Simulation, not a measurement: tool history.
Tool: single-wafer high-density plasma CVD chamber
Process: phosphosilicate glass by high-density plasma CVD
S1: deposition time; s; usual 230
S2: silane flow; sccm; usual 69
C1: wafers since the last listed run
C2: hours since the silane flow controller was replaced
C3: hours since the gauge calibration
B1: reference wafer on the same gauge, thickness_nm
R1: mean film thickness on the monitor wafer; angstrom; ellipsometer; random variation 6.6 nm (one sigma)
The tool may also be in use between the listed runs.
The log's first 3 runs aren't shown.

run,hour,S1,S2,C1,C2,C3,B1,R1
4,64.8,197,69,215,1513,249.3,1400.647,12727.64
5,97.3,197,69,328,1545.5,281.8,1401.974,12735.83
6,111.3,230,69,141,1559.5,295.8,1397.165,14909.41
7,143.1,256,64,320,1591.3,327.6,1400.252,15306.18
8,160.1,256,64,171,1608.3,344.6,1400.977,15390.61
9,176.1,256,64,161,1624.3,360.6,1401.75,15330.33
10,206,230,69,301,1654.2,390.5,1399.453,14881.49
11,226.3,242,69,204,1674.5,410.8,1399.954,15561.33
12,247.6,242,69,214,1695.8,432.1,1400.638,15682.88
13,268.5,242,69,210,1716.7,453,1401.753,15740.72
14,293,230,69,247,1741.2,477.5,1401.515,14928.28
15,306.1,230,69,132,1754.3,490.6,1397.526,15013.05
16,329.2,221,69,233,1777.4,513.7,1399.226,14371.23
17,344.2,230,73,151,1792.4,528.7,1401.458,15870.84
18,374.5,230,73,305,1822.7,559,1399.788,15774.87
# hour 384.1: gauge calibrated
19,410,206,74,358,1858.2,25.9,1400.968,14305.05

The next listed run, before its measurement:
20,435.9,230,76,261,1884.1,51.8,?,?

B1: 1400.374
R1: 16488.95 angstrom
Without the tool's hidden state the same run would have given R1 15758.63 angstrom.
